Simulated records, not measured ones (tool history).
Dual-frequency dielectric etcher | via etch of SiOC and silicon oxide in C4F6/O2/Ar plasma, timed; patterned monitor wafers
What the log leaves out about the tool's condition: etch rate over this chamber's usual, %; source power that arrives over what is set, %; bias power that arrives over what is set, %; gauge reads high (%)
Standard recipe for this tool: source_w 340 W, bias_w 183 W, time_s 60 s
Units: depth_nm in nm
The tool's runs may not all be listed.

run	day	source_w	bias_w	time_s	wafers since the last listed run	hours since the last wet clean	hours since the last source power generator calibration	hours since the last bias power generator calibration	hours since the last upper electrode change	hours since the gauge calibration	read-back reference wafer on the same gauge, depth_nm	depth_nm
1	0	340	183	46.5	0	329.9	4047.2	4171.4	4240.3	100.4	76.4	49.3
2	0.388	340	183	46.5	92	339.2	4056.5	4180.7	4249.6	109.7	76.4	50
3	0.733	340	183	60	82	347.5	4064.8	4189	4257.9	118	76.4	63.8
# day 1.979: gauge calibrated
4	2.846	340	183	60	505	398.2	4115.5	4239.7	4308.6	20.8	76.3	63
5	3.175	340	183	60	78	406.1	4123.4	4247.6	4316.5	28.7	76.3	63.3
6	3.425	390	183	60	59	412.1	4129.4	4253.6	4322.5	34.7	76.3	66.9
7	3.983	390	183	60	133	425.5	4142.8	4267	4335.9	48.1	76.5	65.9
# day 4.583: bias power generator calibrated
# day 5.388: upper electrode replaced
# day 5.696: source power generator calibrated
# day 5.754: wet clean of the chamber
8	5.775	390	183	60	142	0.5	1.9	28.6	9.3	91.1	76.4	70
9	5.788	410	171	60	2	0.8	2.2	28.9	9.6	91.4	76.4	69.2
10	6.121	340	183	60	79	8.8	10.2	36.9	17.6	99.4	76.5	66.2
11	6.838	290	139	60	171	26	27.4	54.1	34.8	116.6	76.5	54.8
12	7.142	260	218	60	72	33.3	34.7	61.4	42.1	123.9	76.5	66.1
# day 7.275: gauge calibrated
13	7.704	340	183	60	134	46.8	48.2	74.9	55.6	10.3	76.3	66.6
14	8.258	340	183	55	132	60.1	61.5	88.2	68.9	23.6	76.4	60.8
15	8.833	340	183	60	137	73.9	75.3	102	82.7	37.4	76.4	66.2
16	9.388	300	222	53	132	87.2	88.6	115.3	96	50.7	76.4	61.7
17	9.804	300	223	74.5	99	97.2	98.6	125.3	106	60.7	76.4	86.5

For each run, what was the tool's unlogged condition?
source power that arrives over what is set, %: 0 on each run
bias power that arrives over what is set, %: 0 on each run
gauge reads high (%): 0 on each run
H1: etch rate over this chamber's usual, %
run	H1
1	-4.31
2	-4.41
3	-4.49
4	-5
5	-5.08
6	-5.14
7	-5.27
8	0.00595
9	0.00294
10	-0.0773
11	-0.25
12	-0.323
13	-0.458
14	-0.592
15	-0.73
16	-0.863
17	-0.964
